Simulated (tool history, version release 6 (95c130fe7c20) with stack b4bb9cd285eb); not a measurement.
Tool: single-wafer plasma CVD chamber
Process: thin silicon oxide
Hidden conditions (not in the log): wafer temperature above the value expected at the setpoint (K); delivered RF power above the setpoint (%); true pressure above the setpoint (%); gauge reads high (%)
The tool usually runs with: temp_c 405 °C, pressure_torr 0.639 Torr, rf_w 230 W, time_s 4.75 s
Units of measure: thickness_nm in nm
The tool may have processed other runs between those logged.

run     day  temp_c  pressure_torr  rf_w  time_s  wafers since the last listed run  hours since the last thermocouple change  hours since the last RF generator calibration  hours since the last manometer calibration  hours since the showerhead was replaced  hours since the gauge calibration  read-back reference wafer on the same gauge, thickness_nm  thickness_nm
  1   0.000     411          0.639   230    4.75                                 0                                       0.5                                         1311.2                                      2647.5                                     13.8                              366.0                                                      5.794         6.245
      0.392  -- capacitance manometer re-zeroed and calibrated
  2   0.504     405          0.639   230    4.75                                59                                      12.6                                         1323.3                                         2.7                                     25.9                              378.1                                                      5.793         6.442
  3   0.908     405          0.639   230    4.75                               141                                      22.3                                         1333.0                                        12.4                                     35.6                              387.8                                                      5.801         6.515
  4   1.550     405          0.639   230    4.75                               224                                      37.7                                         1348.4                                        27.8                                     51.0                              403.2                                                      5.798         6.446
  5   1.962     405          0.671   210    4.75                               144                                      47.6                                         1358.3                                        37.7                                     60.9                              413.1                                                      5.807         6.582
  6   2.358     405          0.639   230    4.75                               138                                      57.1                                         1367.8                                        47.2                                     70.4                              422.6                                                      5.806         6.477
  7   3.058     405          0.639   230    4.75                               244                                      73.9                                         1384.6                                        64.0                                     87.2                              439.4                                                      5.798         6.470
      3.658  -- capacitance manometer re-zeroed and calibrated, repeated, since the last time left the tool worse
  8   3.771     417          0.731   200    5.68                               132                                      91.0                                         1401.7                                         2.7                                    104.3                              456.5                                                      5.799         7.506
  9   4.500     405          0.639   205    4.19                               254                                     108.5                                         1419.2                                        20.2                                    121.8                              474.0                                                      5.789         4.984
 10   4.804     405          0.639   275    4.75                               106                                     115.8                                         1426.5                                        27.5                                    129.1                              481.3                                                      5.807         6.308
 11   5.121     405          0.639   230    4.75                               110                                     123.4                                         1434.1                                        35.1                                    136.7                              488.9                                                      5.799         5.862
 12   6.888     405          0.639   230    4.75                               617                                     165.8                                         1476.5                                        77.5                                    179.1                              531.3                                                      5.798         5.866
 13   7.417     405          0.700   230    4.75                               184                                     178.5                                         1489.2                                        90.2                                    191.8                              544.0                                                      5.797         6.473
      7.979  -- RF generator calibrated
 14   8.000     405          0.639   230    4.75                                87                                     192.5                                            0.5                                       104.2                                    205.8                              558.0                                                      5.792         5.877
 15   8.458     415          0.639   250    5.58                               160                                     203.5                                           11.5                                       115.2                                    216.8                              569.0                                                      5.801         7.085
 16   8.896     405          0.639   230    4.75                               152                                     214.0                                           22.0                                       125.7                                    227.3                              579.5                                                      5.803         5.874
      8.988  -- gauge calibrated
 17   9.892     405          0.639   230    5.22                               348                                     237.9                                           45.9                                       149.6                                    251.2                               21.7                                                      5.798         6.491
 18  10.621     405          0.697   230    5.32                               254                                     255.4                                           63.4                                       167.1                                    268.7                               39.2                                                      5.803         7.233
 19  11.429     405          0.639   195    4.75                               282                                     274.8                                           82.8                                       186.5                                    288.1                               58.6                                                      5.798         5.506
 20  11.817     394          0.490   230    4.75                               135                                     284.1                                           92.1                                       195.8                                    297.4                               67.9                                                      5.800         4.541
 21  12.258     415          0.591   230    4.75                               154                                     294.7                                          102.7                                       206.4                                    308.0                               78.5                                                      5.807         5.393
 22  12.904     405          0.739   215    4.75                               225                                     310.2                                          118.2                                       221.9                                    323.5                               94.0                                                      5.792         6.618
 23  13.371     420          0.724   230    4.75                               163                                     321.4                                          129.4                                       233.1                                    334.7                              105.2                                                      5.802         6.613
 24  13.746     396          0.697   230    5.02                               131                                     330.4                                          138.4                                       242.1                                    343.7                              114.2                                                      5.805         6.850
 25  14.254     405          0.639   230    3.91                               177                                     342.6                                          150.6                                       254.3                                    355.9                              126.4                                                      5.791         4.824
 26  14.721     405          0.762   230    4.46                               163                                     353.8                                          161.8                                       265.5                                    367.1                              137.6                                                      5.810         6.608
 27  15.379     405          0.639   230    4.75                               230                                     369.6                                          177.6                                       281.3                                    382.9                              153.4                                                      5.797         5.894
 28  15.717     413          0.522   245    4.46                               117                                     377.7                                          185.7                                       289.4                                    391.0                              161.5                                                      5.790         4.615

Below are 5 alternative next runs, each starting from the tool's condition after run 28. Predict each:
  A  15.733     405          0.639   230    4.75                                 5                                     378.1                                          186.1                                       289.8                                    391.4                              161.9                                                          ?             ?
  B  15.733     400          0.639   230    5.43                                 5                                     378.1                                          186.1                                       289.8                                    391.4                              161.9                                                          ?             ?
  C  15.733     405          0.764   260    5.45                                 5                                     378.1                                          186.1                                       289.8                                    391.4                              161.9                                                          ?             ?
  D  15.733     414          0.756   230    4.75                                 5                                     378.1                                          186.1                                       289.8                                    391.4                              161.9                                                          ?             ?
  E  15.733     415          0.541   230    4.75                                 5                                     378.1                                          186.1                                       289.8                                    391.4                              161.9                                                          ?             ?

run  read-back reference wafer on the same gauge, thickness_nm  thickness_nm
  A                                                      5.792         5.934
  B                                                      5.792         6.807
  C                                                      5.792         8.514
  D                                                      5.792         6.949
  E                                                      5.792         4.983
Had the tool no hidden state, the same runs would have come out as:
run  thickness_nm
  A         5.905
  B         6.774
  C         8.478
  D         6.917
  E         4.958

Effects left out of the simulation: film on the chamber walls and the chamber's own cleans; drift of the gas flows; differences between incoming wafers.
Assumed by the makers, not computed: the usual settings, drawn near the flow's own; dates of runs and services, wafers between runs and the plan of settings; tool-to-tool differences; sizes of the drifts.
